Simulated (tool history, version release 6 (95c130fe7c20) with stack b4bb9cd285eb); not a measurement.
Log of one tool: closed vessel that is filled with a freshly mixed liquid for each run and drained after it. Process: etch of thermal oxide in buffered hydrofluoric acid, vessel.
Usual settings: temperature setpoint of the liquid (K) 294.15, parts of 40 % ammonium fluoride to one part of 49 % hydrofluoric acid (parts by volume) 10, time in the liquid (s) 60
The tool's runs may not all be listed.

run     day  temperature setpoint of the liquid (K)  parts of 40 % ammonium fluoride to one part of 49 % hydrofluoric acid (parts by volume)  time in the liquid (s)  wafers since the last listed run  hours since the thermometer was replaced  hours since the hydrofluoric acid flow meter was replaced  hours since the gauge calibration  read-back film thickness of the thermal oxide reference wafer, read on the same gauge (nm)  thickness taken off the thermal oxide on a monitor wafer (nm)
  1       0                                  294.15                                                                                       10                      60                                 0                                    1298.1                                                        306                              337.5                                                                                       99.98                                                          55.29
  2   1.371                                  294.15                                                                                       10                      60                              2124                                      1331                                                      338.9                              370.4                                                                                      100.01                                                          54.84
  3   4.179                                  294.15                                                                                       10                      60                              4352                                    1398.4                                                      406.3                              437.8                                                                                      100.04                                                          54.97
  4   5.871                                  294.15                                                                                       10                      60                              2621                                      1439                                                      446.9                              478.4                                                                                         100                                                          54.69
  5   8.242                                  294.15                                                                                       10                      60                              3674                                    1495.9                                                      503.8                              535.3                                                                                       99.99                                                          53.75
  6  10.842                                  294.15                                                                                       10                      60                              4029                                    1558.3                                                      566.2                              597.7                                                                                       99.96                                                          53.27
  7  12.817                                  294.15                                                                                       10                      60                              3060                                    1605.7                                                      613.6                              645.1                                                                                       99.96                                                          53.04
  8  15.246                                  294.15                                                                                       10                      60                              3764                                      1664                                                      671.9                              703.4                                                                                      100.02                                                          52.43
     17.421  -- hydrofluoric acid flow meter replaced
  9  17.758                                  294.15                                                                                       10                      60                              3829                                    1724.3                                                        8.1                              763.7                                                                                      100.02                                                          55.69
 10  19.775                                  290.15                                                                                       10                      60                              3125                                    1772.7                                                       56.5                              812.1                                                                                      100.04                                                          45.35
 11  21.104                                  294.15                                                                                       10                      60                              2059                                    1804.6                                                       88.4                                844                                                                                      100.05                                                          56.17
 12  23.608                                  294.15                                                                                       10                      60                              3881                                    1864.7                                                      148.5                              904.1                                                                                       99.99                                                          55.27
 13  25.517                                  292.15                                                                                       10                      60                              2957                                    1910.5                                                      194.3                              949.9                                                                                       99.97                                                           49.9
 14    27.4                                  290.15                                                                                     12.5                      70                              2918                                    1955.7                                                      239.5                              995.1                                                                                      100.01                                                          41.35
 15  28.875                                  290.65                                                                                       12                      50                              2285                                    1991.1                                                      274.9                             1030.5                                                                                         100                                                          31.41
 16   31.25                                  292.15                                                                                       10                      60                              3680                                    2048.1                                                      331.9                             1087.5                                                                                      100.01                                                           48.7
 17  33.962                                  291.15                                                                                     12.5                      30                              4203                                    2113.2                                                        397                             1152.6                                                                                      100.02                                                          18.49
     36.308  -- thermometer replaced
 18  42.242                                  294.15                                                                                       10                      60                             12766                                     142.4                                                      595.7                             1351.3                                                                                      100.02                                                          52.22
 19  44.267                                  292.65                                                                                       13                      80                              3138                                       191                                                      644.3                             1399.9                                                                                      100.02                                                          49.76
       44.4  -- hydrofluoric acid flow meter replaced
 20  46.233                                  297.15                                                                                       10                      60                              2983                                     238.2                                                         44                             1447.1                                                                                       99.99                                                          66.87
 21  48.833                                  294.15                                                                                       10                      60                              4029                                     300.6                                                      106.4                             1509.5                                                                                      100.04                                                          54.66
 22    49.9                                  294.15                                                                                       10                      60                              1653                                     326.2                                                        132                             1535.1                                                                                      100.02                                                          54.83
 23  51.204                                  294.15                                                                                       10                      60                              2021                                     357.5                                                      163.3                             1566.4                                                                                      100.04                                                          56.09
 24  53.792                                  294.15                                                                                       10                      60                              4010                                     419.6                                                      225.4                             1628.5                                                                                       99.99                                                          54.28
 25  55.804                                  291.15                                                                                       10                      35                              3119                                     467.9                                                      273.7                             1676.8                                                                                       99.97                                                          26.93
     57.062  -- gauge calibrated
 26  58.554                                  290.15                                                                                       10                      30                              4262                                     533.9                                                      339.7                               35.8                                                                                      100.03                                                          21.43
 27  61.471                                  294.15                                                                                       10                      45                              4520                                     603.9                                                      409.7                              105.8                                                                                         100                                                          40.41
 28  63.458                                  294.15                                                                                       10                      60                              3080                                     651.6                                                      457.4                              153.5                                                                                       99.95                                                          53.33
 29  65.996                                  299.15                                                                                       10                      60                              3932                                     712.5                                                      518.3                              214.4                                                                                         100                                                          69.77
 30  68.979                                  291.65                                                                                        7                      60                              4623                                     784.1                                                      589.9                                286                                                                                      100.04                                                          63.23
     71.554  -- hydrofluoric acid flow meter replaced
 31  71.575                                  294.15                                                                                     12.5                      60                              3958                                     846.4                                                        0.5                              348.3                                                                                      100.01                                                          45.87
 32  73.996                                  294.15                                                                                       10                      30                              3751                                     904.5                                                       58.6                              406.4                                                                                       99.97                                                          28.45
 33  75.354                                  291.15                                                                                     11.5                      30                              2105                                     937.1                                                       91.2                                439                                                                                      100.02                                                          20.51
 34  76.883                                  294.15                                                                                      6.5                      60                              2369                                     973.8                                                      127.9                              475.7                                                                                       99.99                                                          83.67

3 ways to go on from here, each from the tool as it stands after run 34. What would each give?
  A  76.912                                  294.15                                                                                       10                      60                                45                                     974.5                                                      128.6                              476.4                                                                                           ?                                                              ?
  B  76.912                                  298.15                                                                                     13.5                      60                                45                                     974.5                                                      128.6                              476.4                                                                                           ?                                                              ?
  C  76.912                                  290.15                                                                                      6.5                      70                                45                                     974.5                                                      128.6                              476.4                                                                                           ?                                                              ?

run  read-back film thickness of the thermal oxide reference wafer, read on the same gauge (nm)  thickness taken off the thermal oxide on a monitor wafer (nm)
  A                                                                                       99.97                                                          56.08
  B                                                                                       99.97                                                           52.1
  C                                                                                       99.97                                                          78.31
Without the tool's hidden state the same runs would have given:
run  thickness taken off the thermal oxide on a monitor wafer (nm)
  A                                                          57.16
  B                                                          53.12
  C                                                          79.66

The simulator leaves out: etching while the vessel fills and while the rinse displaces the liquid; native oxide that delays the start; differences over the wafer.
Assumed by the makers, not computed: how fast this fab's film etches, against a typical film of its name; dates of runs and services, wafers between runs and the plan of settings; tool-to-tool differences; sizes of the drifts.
